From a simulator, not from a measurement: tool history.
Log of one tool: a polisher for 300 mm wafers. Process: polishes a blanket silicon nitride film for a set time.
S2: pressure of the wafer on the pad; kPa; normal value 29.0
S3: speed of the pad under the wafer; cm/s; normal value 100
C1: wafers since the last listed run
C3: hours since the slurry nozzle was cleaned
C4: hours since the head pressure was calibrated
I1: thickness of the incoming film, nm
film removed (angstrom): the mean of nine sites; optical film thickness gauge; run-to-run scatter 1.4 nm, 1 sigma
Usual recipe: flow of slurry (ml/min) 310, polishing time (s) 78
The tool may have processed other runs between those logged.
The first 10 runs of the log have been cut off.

{"run": 11, "hour": 215.1, "flow of slurry (ml/min)": 310, "S2": 29.0, "S3": 120, "polishing time (s)": 78, "C1": 135, "wafers polished on this pad": 1138, "C3": 705.5, "C4": 884.3, "I1": 572.7, "film removed (angstrom)": 1769}
{"hour": 226.2, "done": "worn pad replaced by a new one"}
{"run": 12, "hour": 234.7, "flow of slurry (ml/min)": 310, "S2": 29.0, "S3": 120, "polishing time (s)": 78, "C1": 144, "wafers polished on this pad": 79, "C3": 725.1, "C4": 903.9, "I1": 577.8, "film removed (angstrom)": 1754}
{"run": 13, "hour": 253.5, "flow of slurry (ml/min)": 310, "S2": 29.0, "S3": 100, "polishing time (s)": 78, "C1": 174, "wafers polished on this pad": 253, "C3": 743.9, "C4": 922.7, "I1": 584.5, "film removed (angstrom)": 1600}
{"hour": 261.6, "done": "slurry nozzle cleaned"}
{"run": 14, "hour": 283.8, "flow of slurry (ml/min)": 310, "S2": 29.0, "S3": 100, "polishing time (s)": 78, "C1": 272, "wafers polished on this pad": 525, "C3": 22.2, "C4": 953.0, "I1": 583.6, "film removed (angstrom)": 1639}
{"run": 15, "hour": 298.0, "flow of slurry (ml/min)": 310, "S2": 29.0, "S3": 100, "polishing time (s)": 78, "C1": 131, "wafers polished on this pad": 657, "C3": 36.4, "C4": 967.2, "I1": 588.2, "film removed (angstrom)": 1673}
{"run": 16, "hour": 327.4, "flow of slurry (ml/min)": 310, "S2": 29.0, "S3": 114, "polishing time (s)": 78, "C1": 272, "wafers polished on this pad": 930, "C3": 65.8, "C4": 996.6, "I1": 583.5, "film removed (angstrom)": 1783}
{"hour": 358.6, "done": "worn pad replaced by a new one"}
{"run": 17, "hour": 361.6, "flow of slurry (ml/min)": 310, "S2": 29.0, "S3": 100, "polishing time (s)": 100, "C1": 280, "wafers polished on this pad": 27, "C3": 100.0, "C4": 1030.8, "I1": 570.8, "film removed (angstrom)": 2129}
{"run": 18, "hour": 383.7, "flow of slurry (ml/min)": 340, "S2": 35.9, "S3": 84, "polishing time (s)": 63, "C1": 205, "wafers polished on this pad": 233, "C3": 122.1, "C4": 1052.9, "I1": 576.6, "film removed (angstrom)": 1476}
{"run": 19, "hour": 405.7, "flow of slurry (ml/min)": 235, "S2": 29.0, "S3": 78, "polishing time (s)": 93, "C1": 204, "wafers polished on this pad": 437, "C3": 144.1, "C4": 1074.9, "I1": 587.9, "film removed (angstrom)": 1679}
{"run": 20, "hour": 440.3, "flow of slurry (ml/min)": 245, "S2": 35.9, "S3": 84, "polishing time (s)": 67, "C1": 321, "wafers polished on this pad": 758, "C3": 178.7, "C4": 1109.5, "I1": 579.9, "film removed (angstrom)": 1505}
{"run": 21, "hour": 455.5, "flow of slurry (ml/min)": 310, "S2": 29.0, "S3": 100, "polishing time (s)": 96, "C1": 141, "wafers polished on this pad": 899, "C3": 193.9, "C4": 1124.7, "I1": 587.8, "film removed (angstrom)": 2008}
{"run": 22, "hour": 478.9, "flow of slurry (ml/min)": 385, "S2": 25.5, "S3": 100, "polishing time (s)": 78, "C1": 217, "wafers polished on this pad": 1117, "C3": 217.3, "C4": 1148.1, "I1": 576.2, "film removed (angstrom)": 1506}
{"run": 23, "hour": 510.1, "flow of slurry (ml/min)": 380, "S2": 38.6, "S3": 100, "polishing time (s)": 92, "C1": 289, "wafers polished on this pad": 1406, "C3": 248.5, "C4": 1179.3, "I1": 587.1, "film removed (angstrom)": 2506}
{"run": 24, "hour": 524.4, "flow of slurry (ml/min)": 310, "S2": 29.0, "S3": 100, "polishing time (s)": 90, "C1": 132, "wafers polished on this pad": 1539, "C3": 262.8, "C4": 1193.6, "I1": 581.6, "film removed (angstrom)": 1915}
{"hour": 532.2, "done": "worn pad replaced by a new one"}
{"run": 25, "hour": 537.8, "flow of slurry (ml/min)": 310, "S2": 29.0, "S3": 100, "polishing time (s)": 88, "C1": 87, "wafers polished on this pad": 52, "C3": 276.2, "C4": 1207.0, "I1": 577.0, "film removed (angstrom)": 1860}
{"run": 26, "hour": 565.4, "flow of slurry (ml/min)": 410, "S2": 37.2, "S3": 78, "polishing time (s)": 78, "C1": 256, "wafers polished on this pad": 308, "C3": 303.8, "C4": 1234.6, "I1": 582.7, "film removed (angstrom)": 1791}
{"hour": 577.6, "done": "head pressure recalibrated"}
{"run": 27, "hour": 596.7, "flow of slurry (ml/min)": 310, "S2": 29.0, "S3": 100, "polishing time (s)": 78, "C1": 272, "wafers polished on this pad": 580, "C3": 335.1, "C4": 19.1, "I1": 577.0, "film removed (angstrom)": 1632}
{"run": 28, "hour": 625.5, "flow of slurry (ml/min)": 310, "S2": 29.0, "S3": 100, "polishing time (s)": 78, "C1": 267, "wafers polished on this pad": 848, "C3": 363.9, "C4": 47.9, "I1": 586.8, "film removed (angstrom)": 1643}
{"run": 29, "hour": 660.6, "flow of slurry (ml/min)": 400, "S2": 29.0, "S3": 100, "polishing time (s)": 101, "C1": 325, "wafers polished on this pad": 1174, "C3": 399.0, "C4": 83.0, "I1": 577.5, "film removed (angstrom)": 2160}
{"hour": 680.6, "done": "worn pad replaced by a new one"}
{"run": 30, "hour": 690.7, "flow of slurry (ml/min)": 230, "S2": 29.0, "S3": 122, "polishing time (s)": 78, "C1": 242, "wafers polished on this pad": 93, "C3": 429.1, "C4": 113.1, "I1": 570.9, "film removed (angstrom)": 1792}
{"run": 31, "hour": 703.1, "flow of slurry (ml/min)": 310, "S2": 29.0, "S3": 100, "polishing time (s)": 78, "C1": 115, "wafers polished on this pad": 209, "C3": 441.5, "C4": 125.5, "I1": 581.7, "film removed (angstrom)": 1632}
{"run": 32, "hour": 734.8, "flow of slurry (ml/min)": 310, "S2": 29.0, "S3": 100, "polishing time (s)": 78, "C1": 294, "wafers polished on this pad": 503, "C3": 473.2, "C4": 157.2, "I1": 581.1, "film removed (angstrom)": 1604}
{"run": 33, "hour": 761.2, "flow of slurry (ml/min)": 210, "S2": 35.2, "S3": 110, "polishing time (s)": 67, "C1": 245, "wafers polished on this pad": 748, "C3": 499.6, "C4": 183.6, "I1": 578.0, "film removed (angstrom)": 1681}

3 options for the next run, each taken on its own from the tool as it stands now. Forecast them:
{"run": "A", "hour": 761.7, "flow of slurry (ml/min)": 310, "S2": 39.3, "S3": 100, "polishing time (s)": 78, "C1": 4, "wafers polished on this pad": 753, "C3": 500.1, "C4": 184.1, "I1": 580.4, "film removed (angstrom)": "?"}
{"run": "B", "hour": 761.7, "flow of slurry (ml/min)": 230, "S2": 29.0, "S3": 66, "polishing time (s)": 53, "C1": 4, "wafers polished on this pad": 753, "C3": 500.1, "C4": 184.1, "I1": 580.4, "film removed (angstrom)": "?"}
{"run": "C", "hour": 761.7, "flow of slurry (ml/min)": 405, "S2": 21.4, "S3": 90, "polishing time (s)": 90, "C1": 4, "wafers polished on this pad": 753, "C3": 500.1, "C4": 184.1, "I1": 580.4, "film removed (angstrom)": "?"}

run=A film_removed_(angstrom)=2085
run=B film_removed_(angstrom)=841
run=C film_removed_(angstrom)=1382
Stripped of hidden state, with their random variation kept, the same runs would have yielded:
run=A film_removed_(angstrom)=2147
run=B film_removed_(angstrom)=872
run=C film_removed_(angstrom)=1415

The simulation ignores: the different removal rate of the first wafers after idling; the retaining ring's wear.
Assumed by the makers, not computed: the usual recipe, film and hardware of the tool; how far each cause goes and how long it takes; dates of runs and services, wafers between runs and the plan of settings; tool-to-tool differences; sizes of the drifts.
